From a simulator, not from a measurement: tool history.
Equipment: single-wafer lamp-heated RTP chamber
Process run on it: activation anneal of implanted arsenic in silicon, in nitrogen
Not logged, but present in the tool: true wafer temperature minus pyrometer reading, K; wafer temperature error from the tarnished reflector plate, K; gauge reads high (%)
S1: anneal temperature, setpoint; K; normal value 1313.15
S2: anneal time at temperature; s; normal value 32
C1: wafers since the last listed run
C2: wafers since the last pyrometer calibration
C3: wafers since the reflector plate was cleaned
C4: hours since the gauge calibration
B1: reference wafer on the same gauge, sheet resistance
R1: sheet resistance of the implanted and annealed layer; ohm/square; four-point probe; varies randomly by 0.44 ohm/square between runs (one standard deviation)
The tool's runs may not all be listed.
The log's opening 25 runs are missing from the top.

{"run": 26, "day": 51.438, "S1": 1303.15, "S2": 32, "C1": 975, "C2": 3907, "C3": 12337, "C4": 589.3, "B1": 83.09, "R1": 77.94}
{"run": 27, "day": 53.446, "S1": 1295.15, "S2": 26, "C1": 660, "C2": 4567, "C3": 12997, "C4": 637.5, "B1": 82.8, "R1": 82.14}
{"run": 28, "day": 55.883, "S1": 1297.15, "S2": 14, "C1": 801, "C2": 5369, "C3": 13799, "C4": 696.0, "B1": 83.0, "R1": 85.4}
{"day": 57.125, "done": "pyrometer window cleaned and pyrometer calibrated"}
{"day": 57.45, "done": "reflector plate cleaned"}
{"run": 29, "day": 58.858, "S1": 1283.15, "S2": 32, "C1": 762, "C2": 463, "C3": 463, "C4": 767.4, "B1": 83.3, "R1": 83.09}
{"run": 30, "day": 59.921, "S1": 1323.15, "S2": 38, "C1": 349, "C2": 813, "C3": 813, "C4": 792.9, "B1": 83.12, "R1": 71.92}
{"run": 31, "day": 62.883, "S1": 1313.15, "S2": 44, "C1": 974, "C2": 1787, "C3": 1787, "C4": 864.0, "B1": 82.77, "R1": 73.59}
{"run": 32, "day": 65.758, "S1": 1284.15, "S2": 17, "C1": 945, "C2": 2733, "C3": 2733, "C4": 933.0, "B1": 82.88, "R1": 87.96}
{"run": 33, "day": 68.162, "S1": 1294.15, "S2": 42, "C1": 790, "C2": 3523, "C3": 3523, "C4": 990.7, "B1": 83.03, "R1": 77.87}
{"run": 34, "day": 70.492, "S1": 1298.15, "S2": 18, "C1": 766, "C2": 4289, "C3": 4289, "C4": 1046.6, "B1": 83.08, "R1": 85.14}
{"run": 35, "day": 73.138, "S1": 1290.15, "S2": 24, "C1": 870, "C2": 5160, "C3": 5160, "C4": 1110.1, "B1": 83.3, "R1": 83.34}
{"run": 36, "day": 75.342, "S1": 1336.15, "S2": 45, "C1": 724, "C2": 5885, "C3": 5885, "C4": 1163.0, "B1": 83.07, "R1": 68.35}
{"day": 77.725, "done": "gauge calibrated"}
{"day": 78.108, "done": "pyrometer window cleaned and pyrometer calibrated"}
{"run": 37, "day": 83.746, "S1": 1330.15, "S2": 39, "C1": 2654, "C2": 1854, "C3": 8539, "C4": 144.5, "B1": 82.9, "R1": 70.32}
{"run": 38, "day": 85.004, "S1": 1326.15, "S2": 32, "C1": 413, "C2": 2268, "C3": 8953, "C4": 174.7, "B1": 83.03, "R1": 72.82}

3 ways to go on from here, each from the tool as it stands after run 38. What would each give?
{"run": "A", "day": 85.021, "S1": 1313.15, "S2": 15, "C1": 5, "C2": 2273, "C3": 8959, "C4": 175.1, "B1": "?", "R1": "?"}
{"run": "B", "day": 85.021, "S1": 1330.15, "S2": 46, "C1": 5, "C2": 2273, "C3": 8959, "C4": 175.1, "B1": "?", "R1": "?"}
{"run": "C", "day": 85.021, "S1": 1305.15, "S2": 32, "C1": 5, "C2": 2273, "C3": 8959, "C4": 175.1, "B1": "?", "R1": "?"}

run=A B1=83.12 R1=82.78
run=B B1=83.12 R1=69.47
run=C B1=83.12 R1=77.99
Had the tool no hidden state, the same runs would have come out as:
run=A R1=82.78
run=B R1=69.47
run=C R1=77.99
